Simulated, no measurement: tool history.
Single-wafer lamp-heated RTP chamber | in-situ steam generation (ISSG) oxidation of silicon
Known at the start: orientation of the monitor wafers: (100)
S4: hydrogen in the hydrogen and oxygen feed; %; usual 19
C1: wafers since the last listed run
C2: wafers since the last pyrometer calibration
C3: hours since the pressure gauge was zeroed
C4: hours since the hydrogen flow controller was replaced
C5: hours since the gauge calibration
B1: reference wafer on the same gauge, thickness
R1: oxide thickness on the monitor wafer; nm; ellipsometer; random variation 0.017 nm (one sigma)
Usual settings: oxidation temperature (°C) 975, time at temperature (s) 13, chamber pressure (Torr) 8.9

run 1 hour=0.0 | oxidation_temperature_(°C)=975 time_at_temperature_(s)=13 chamber_pressure_(Torr)=8.9 S4=19 | C1=0 C2=6008 C3=2536.9 C4=3334.6 C5=386.4 | B1=3.864 | R1=4.135
run 2 hour=37.5 | oxidation_temperature_(°C)=975 time_at_temperature_(s)=13 chamber_pressure_(Torr)=8.9 S4=19 | C1=451 C2=6459 C3=2574.4 C4=3372.1 C5=423.9 | B1=3.861 | R1=4.144
-- hour=62.9 pyrometer window cleaned and pyrometer calibrated
run 3 hour=69.1 | oxidation_temperature_(°C)=986 time_at_temperature_(s)=13 chamber_pressure_(Torr)=8.9 S4=19 | C1=284 C2=74 C3=2606.0 C4=3403.7 C5=455.5 | B1=3.859 | R1=4.225
run 4 hour=115.5 | oxidation_temperature_(°C)=986 time_at_temperature_(s)=13 chamber_pressure_(Torr)=8.9 S4=19 | C1=558 C2=632 C3=2652.4 C4=3450.1 C5=501.9 | B1=3.860 | R1=4.246
run 5 hour=149.2 | oxidation_temperature_(°C)=986 time_at_temperature_(s)=13 chamber_pressure_(Torr)=8.9 S4=19 | C1=405 C2=1038 C3=2686.1 C4=3483.8 C5=535.6 | B1=3.859 | R1=4.226
run 6 hour=181.1 | oxidation_temperature_(°C)=975 time_at_temperature_(s)=13 chamber_pressure_(Torr)=8.9 S4=24 | C1=384 C2=1422 C3=2718.0 C4=3515.7 C5=567.5 | B1=3.860 | R1=4.346
run 7 hour=238.5 | oxidation_temperature_(°C)=975 time_at_temperature_(s)=13 chamber_pressure_(Torr)=8.9 S4=19 | C1=691 C2=2113 C3=2775.4 C4=3573.1 C5=624.9 | B1=3.861 | R1=4.072
run 8 hour=299.9 | oxidation_temperature_(°C)=975 time_at_temperature_(s)=13 chamber_pressure_(Torr)=8.9 S4=19 | C1=739 C2=2853 C3=2836.8 C4=3634.5 C5=686.3 | B1=3.861 | R1=4.118
run 9 hour=364.6 | oxidation_temperature_(°C)=975 time_at_temperature_(s)=13 chamber_pressure_(Torr)=8.9 S4=19 | C1=779 C2=3632 C3=2901.5 C4=3699.2 C5=751.0 | B1=3.863 | R1=4.131
run 10 hour=432.6 | oxidation_temperature_(°C)=975 time_at_temperature_(s)=13 chamber_pressure_(Torr)=8.9 S4=19 | C1=818 C2=4450 C3=2969.5 C4=3767.2 C5=819.0 | B1=3.855 | R1=4.121
run 11 hour=476.3 | oxidation_temperature_(°C)=975 time_at_temperature_(s)=13 chamber_pressure_(Torr)=8.9 S4=19 | C1=526 C2=4977 C3=3013.2 C4=3810.9 C5=862.7 | B1=3.853 | R1=4.161
run 12 hour=517.7 | oxidation_temperature_(°C)=975 time_at_temperature_(s)=13 chamber_pressure_(Torr)=8.9 S4=19 | C1=498 C2=5475 C3=3054.6 C4=3852.3 C5=904.1 | B1=3.855 | R1=4.132
run 13 hour=547.6 | oxidation_temperature_(°C)=989 time_at_temperature_(s)=13 chamber_pressure_(Torr)=8.9 S4=21 | C1=360 C2=5835 C3=3084.5 C4=3882.2 C5=934.0 | B1=3.855 | R1=4.453
-- hour=675.6 hydrogen flow controller replaced
run 14 hour=676.1 | oxidation_temperature_(°C)=989 time_at_temperature_(s)=13 chamber_pressure_(Torr)=8.9 S4=21 | C1=1450 C2=7286 C3=3213.0 C4=0.5 C5=1062.5 | B1=3.860 | R1=4.435
-- hour=776.5 pyrometer window cleaned and pyrometer calibrated
-- hour=804.0 pressure gauge zeroed
run 15 hour=808.2 | oxidation_temperature_(°C)=989 time_at_temperature_(s)=13 chamber_pressure_(Torr)=8.9 S4=21 | C1=1397 C2=285 C3=4.2 C4=132.6 C5=1194.6 | B1=3.864 | R1=4.510
run 16 hour=865.3 | oxidation_temperature_(°C)=958 time_at_temperature_(s)=13 chamber_pressure_(Torr)=8.9 S4=19 | C1=687 C2=972 C3=61.3 C4=189.7 C5=1251.7 | B1=3.863 | R1=4.019
run 17 hour=920.1 | oxidation_temperature_(°C)=986 time_at_temperature_(s)=11 chamber_pressure_(Torr)=9.4 S4=19 | C1=659 C2=1632 C3=116.1 C4=244.5 C5=1306.5 | B1=3.854 | R1=4.055
run 18 hour=948.9 | oxidation_temperature_(°C)=975 time_at_temperature_(s)=13 chamber_pressure_(Torr)=8.9 S4=27 | C1=346 C2=1979 C3=144.9 C4=273.3 C5=1335.3 | B1=3.862 | R1=4.603
run 19 hour=996.9 | oxidation_temperature_(°C)=956 time_at_temperature_(s)=13 chamber_pressure_(Torr)=8.9 S4=19 | C1=577 C2=2557 C3=192.9 C4=321.3 C5=1383.3 | B1=3.856 | R1=4.003
-- hour=1015.9 pyrometer window cleaned and pyrometer calibrated, repeated, since the last time left the tool worse
run 20 hour=1033.2 | oxidation_temperature_(°C)=975 time_at_temperature_(s)=13 chamber_pressure_(Torr)=8.9 S4=19 | C1=340 C2=208 C3=229.2 C4=357.6 C5=1419.6 | B1=3.858 | R1=4.073
run 21 hour=1102.8 | oxidation_temperature_(°C)=975 time_at_temperature_(s)=13 chamber_pressure_(Torr)=8.9 S4=19 | C1=838 C2=1046 C3=298.8 C4=427.2 C5=1489.2 | B1=3.855 | R1=4.099
-- hour=1112.6 gauge calibrated
run 22 hour=1127.5 | oxidation_temperature_(°C)=965 time_at_temperature_(s)=13 chamber_pressure_(Torr)=8.9 S4=16 | C1=297 C2=1344 C3=323.5 C4=451.9 C5=14.9 | B1=3.863 | R1=3.832
run 23 hour=1155.3 | oxidation_temperature_(°C)=975 time_at_temperature_(s)=13 chamber_pressure_(Torr)=10.2 S4=19 | C1=334 C2=1678 C3=351.3 C4=479.7 C5=42.7 | B1=3.864 | R1=3.996
run 24 hour=1258.4 | oxidation_temperature_(°C)=975 time_at_temperature_(s)=17 chamber_pressure_(Torr)=8.9 S4=11 | C1=1241 C2=2920 C3=454.4 C4=582.8 C5=145.8 | B1=3.865 | R1=4.104
run 25 hour=1305.9 | oxidation_temperature_(°C)=975 time_at_temperature_(s)=13 chamber_pressure_(Torr)=9.3 S4=13 | C1=571 C2=3492 C3=501.9 C4=630.3 C5=193.3 | B1=3.868 | R1=3.745
run 26 hour=1341.7 | oxidation_temperature_(°C)=975 time_at_temperature_(s)=17 chamber_pressure_(Torr)=7.7 S4=19 | C1=431 C2=3923 C3=537.7 C4=666.1 C5=229.1 | B1=3.855 | R1=4.618
run 27 hour=1387.2 | oxidation_temperature_(°C)=956 time_at_temperature_(s)=16 chamber_pressure_(Torr)=10.2 S4=11 | C1=547 C2=4470 C3=583.2 C4=711.6 C5=274.6 | B1=3.861 | R1=3.687
run 28 hour=1445.7 | oxidation_temperature_(°C)=956 time_at_temperature_(s)=11 chamber_pressure_(Torr)=8.9 S4=19 | C1=704 C2=5175 C3=641.7 C4=770.1 C5=333.1 | B1=3.853 | R1=3.682
run 29 hour=1494.8 | oxidation_temperature_(°C)=956 time_at_temperature_(s)=11 chamber_pressure_(Torr)=8.9 S4=19 | C1=591 C2=5766 C3=690.8 C4=819.2 C5=382.2 | B1=3.856 | R1=3.668
run 30 hour=1526.2 | oxidation_temperature_(°C)=975 time_at_temperature_(s)=13 chamber_pressure_(Torr)=8.9 S4=19 | C1=378 C2=6144 C3=722.2 C4=850.6 C5=413.6 | B1=3.869 | R1=4.121

3 ways to go on from here, each from the tool as it stands after run 30. What would each give?
run A hour=1526.7 | oxidation_temperature_(°C)=964 time_at_temperature_(s)=13 chamber_pressure_(Torr)=8.9 S4=19 | C1=6 C2=6150 C3=722.7 C4=851.1 C5=414.1 | B1=? | R1=?
run B hour=1526.7 | oxidation_temperature_(°C)=967 time_at_temperature_(s)=13 chamber_pressure_(Torr)=9.8 S4=19 | C1=6 C2=6150 C3=722.7 C4=851.1 C5=414.1 | B1=? | R1=?
run C hour=1526.7 | oxidation_temperature_(°C)=975 time_at_temperature_(s)=9 chamber_pressure_(Torr)=8.9 S4=19 | C1=6 C2=6150 C3=722.7 C4=851.1 C5=414.1 | B1=? | R1=?

run=A B1=3.858 R1=4.020
run=B B1=3.858 R1=4.003
run=C B1=3.858 R1=3.581
Without the tool's hidden state the same runs would have given:
run=A R1=3.957
run=B R1=3.939
run=C R1=3.529

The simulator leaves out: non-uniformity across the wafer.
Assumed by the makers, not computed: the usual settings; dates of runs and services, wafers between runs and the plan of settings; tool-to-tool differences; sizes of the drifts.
